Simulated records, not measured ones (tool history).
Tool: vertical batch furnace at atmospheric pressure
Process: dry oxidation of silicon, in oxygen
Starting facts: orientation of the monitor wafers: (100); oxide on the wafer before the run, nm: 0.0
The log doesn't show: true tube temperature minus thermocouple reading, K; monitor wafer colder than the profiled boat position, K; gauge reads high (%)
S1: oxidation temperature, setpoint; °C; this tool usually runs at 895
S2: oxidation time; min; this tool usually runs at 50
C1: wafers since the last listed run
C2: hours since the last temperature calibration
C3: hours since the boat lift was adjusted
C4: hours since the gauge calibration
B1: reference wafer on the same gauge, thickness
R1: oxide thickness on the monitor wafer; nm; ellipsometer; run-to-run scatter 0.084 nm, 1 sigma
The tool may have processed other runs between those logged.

run     day   S1    S2    C1      C2      C3      C4     B1     R1
  1       0  895    58     0    3073   312.6     170  15.21  18.01
  2   7.367  895    58  2566  3249.8   489.4   346.8  15.19  17.87
  3   9.262  895    58   660  3295.3   534.9   392.3  15.19  18.01
  4  11.108  909    68   642  3339.6   579.2   436.6  15.21  22.92
  5  12.629  895    50   529  3376.1   615.7   473.1  15.21  16.25
  6  14.679  895    50   714  3425.3   664.9   522.3   15.2  16.42
  7  18.146  895    50  1207  3508.5   748.1   605.5  15.18  16.33
  8  21.362  895    68  1120  3585.7   825.3   682.7  15.18   20.2
  9  24.383  895    68  1052  3658.2   897.8   755.2  15.19  20.34
 10  27.179  895    68   973  3725.3   964.9   822.3  15.18  20.27
 11  28.842  895    50   579  3765.2  1004.8   862.2  15.22  16.57
 12  32.871  895    50  1403  3861.9  1101.5   958.9  15.19  16.53
 13  36.229  895    50  1169  3942.5  1182.1  1039.5  15.18  16.58
 14  40.692  895    50  1554  4049.6  1289.2  1146.6  15.19  16.74
     42.233  -- thermocouples replaced and temperature profile calibrated
 15  42.596  895    50   314     8.7  1334.9  1192.3  15.21  15.64
 16  44.883  895    50   796    63.6  1389.8  1247.2  15.21  15.66
 17  46.942  910  67.5   716     113  1439.2  1296.6  15.22  22.45
 18  48.617  886    50   583   153.2  1479.4  1336.8  15.19  14.38
 19  50.196  895    27   550   191.1  1517.3  1374.7   15.2   10.3
     50.725  -- gauge calibrated
 20  52.738  885    50   885   252.1  1578.3    48.3  15.19  14.17
     54.625  -- boat lift adjusted
 21  55.292  895    50   541   313.4      16   109.6  15.22  15.84
 22  58.142  895    72   992   381.8    84.4     178  15.21  20.13
 23  60.175  875    62   708   430.6   133.2   226.8   15.2  14.59
 24  63.571  873    59  1182   512.1   214.7   308.3  15.21  13.95
 25  66.808  883    74  1127   589.8   292.4     386  15.21  18.02
 26  70.725  895    50  1364   683.8   386.4     480   15.2  15.72
 27  72.388  881  60.5   579   723.7   426.3   519.9   15.2  15.39
 28  76.838  895    50  1550   830.5   533.1   626.7   15.2  15.93
 29  81.017  895    50  1455   930.8   633.4     727   15.2  15.71

For each run, the measured value with the value that run would have given without the tool's hidden condition subtracted. The run-to-run variation is shared by both, the gauge scatter possibly not:
run     R1
  1  +0.68
  2  +0.74
  3  +0.77
  4  +0.95
  5  +0.72
  6  +0.76
  7  +0.78
  8  +0.99
  9  +1.03
 10  +1.05
 11   +0.9
 12  +0.94
 13  +0.97
 14  +1.03
 15  +0.11
 16  +0.11
 17  +0.14
 18   +0.1
 19  +0.07
 20   +0.1
 21  +0.11
 22  +0.14
 23  +0.11
 24  +0.11
 25  +0.14
 26  +0.13
 27  +0.14
 28  +0.15
 29  +0.15

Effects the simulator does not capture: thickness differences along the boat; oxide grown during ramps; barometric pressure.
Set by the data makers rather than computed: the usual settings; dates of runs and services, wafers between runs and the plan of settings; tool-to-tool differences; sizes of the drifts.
